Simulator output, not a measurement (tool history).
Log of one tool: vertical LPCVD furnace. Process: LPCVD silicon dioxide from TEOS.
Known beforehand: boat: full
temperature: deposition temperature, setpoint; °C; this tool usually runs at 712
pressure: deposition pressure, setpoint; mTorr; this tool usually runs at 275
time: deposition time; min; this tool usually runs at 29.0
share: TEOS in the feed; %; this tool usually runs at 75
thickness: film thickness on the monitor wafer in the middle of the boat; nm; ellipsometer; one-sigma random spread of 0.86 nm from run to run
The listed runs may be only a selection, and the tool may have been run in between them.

run	hour	temperature	pressure	time	share	wafers since the last listed run	hours since the last temperature calibration	hours since the pressure gauge was zeroed	hours since the TEOS flow controller was replaced	hours since the gauge calibration	read-back reference wafer on the same gauge, thickness	thickness
1	0.0	712	275	29.0	79	0	3370.9	4203.9	6587.8	350.6	288.83	320.31
2	60.8	712	275	29.0	79	796	3431.7	4264.7	6648.6	411.4	289.02	319.74
3	91.9	704	275	29.0	75	407	3462.8	4295.8	6679.7	442.5	288.70	258.99
4	115.1	704	275	29.0	75	304	3486.0	4319.0	6702.9	465.7	288.94	259.20
5	129.3	712	330	29.0	75	186	3500.2	4333.2	6717.1	479.9	289.06	341.69
6	150.4	712	330	29.0	75	276	3521.3	4354.3	6738.2	501.0	289.02	341.72
7	174.4	712	330	29.0	75	314	3545.3	4378.3	6762.2	525.0	288.99	340.47
# hour 203.0: pressure gauge zeroed
8	203.5	712	275	29.0	71	66	3574.4	0.5	6791.3	554.1	288.77	303.28
9	219.5	712	275	29.0	75	209	3590.4	16.5	6807.3	570.1	289.05	310.96
10	240.5	712	275	29.0	75	275	3611.4	37.5	6828.3	591.1	288.95	312.86
# hour 326.3: gauge calibrated
# hour 342.7: TEOS flow controller replaced
11	343.2	712	275	29.0	75	1031	3714.1	140.2	0.5	16.9	289.02	311.87
12	358.4	703	335	29.0	75	199	3729.3	155.4	15.7	32.1	289.14	280.17
# hour 392.9: thermocouples replaced and temperature profile calibrated
13	393.4	704	275	29.0	81	144	0.5	190.4	50.7	67.1	288.90	248.94
14	399.7	712	275	29.0	75	82	6.8	196.7	57.0	73.4	289.08	287.54
15	432.2	704	240	19.5	83	425	39.3	229.2	89.5	105.9	288.75	159.50
16	463.1	707	275	29.0	61	404	70.2	260.1	120.4	136.8	288.90	232.58
17	490.2	701	250	34.5	69	355	97.3	287.2	147.5	163.9	288.98	243.80
18	505.9	708	235	39.0	64	205	113.0	302.9	163.2	179.6	289.00	303.95
19	531.6	719	225	23.0	61	336	138.7	328.6	188.9	205.3	289.14	219.25
20	557.7	712	275	29.0	80	342	164.8	354.7	215.0	231.4	288.94	300.97
21	592.4	712	275	19.0	75	454	199.5	389.4	249.7	266.1	289.12	192.29
22	607.5	712	275	32.5	75	197	214.6	404.5	264.8	281.2	289.00	327.45
23	643.4	712	275	29.0	75	470	250.5	440.4	300.7	317.1	288.83	292.29

Measured minus without-hidden-state, run by run (identical run-to-run variation in each term; gauge scatter may differ):
What the log doesn't record here: true tube temperature minus thermocouple reading, K; true pressure minus gauge reading, mTorr; deviation of the TEOS flow from its setpoint, %; gauge reads high (%).
run	thickness
1	+27.07
2	+27.11
3	+22.34
4	+22.39
5	+29.08
6	+29.12
7	+29.05
8	+25.91
9	+26.58
10	+26.77
11	+26.81
12	+24.54
13	+1.94
14	+2.34
15	+1.69
16	+2.96
17	+3.60
18	+4.76
19	+3.72
20	+5.69
21	+4.05
22	+7.21
23	+7.06

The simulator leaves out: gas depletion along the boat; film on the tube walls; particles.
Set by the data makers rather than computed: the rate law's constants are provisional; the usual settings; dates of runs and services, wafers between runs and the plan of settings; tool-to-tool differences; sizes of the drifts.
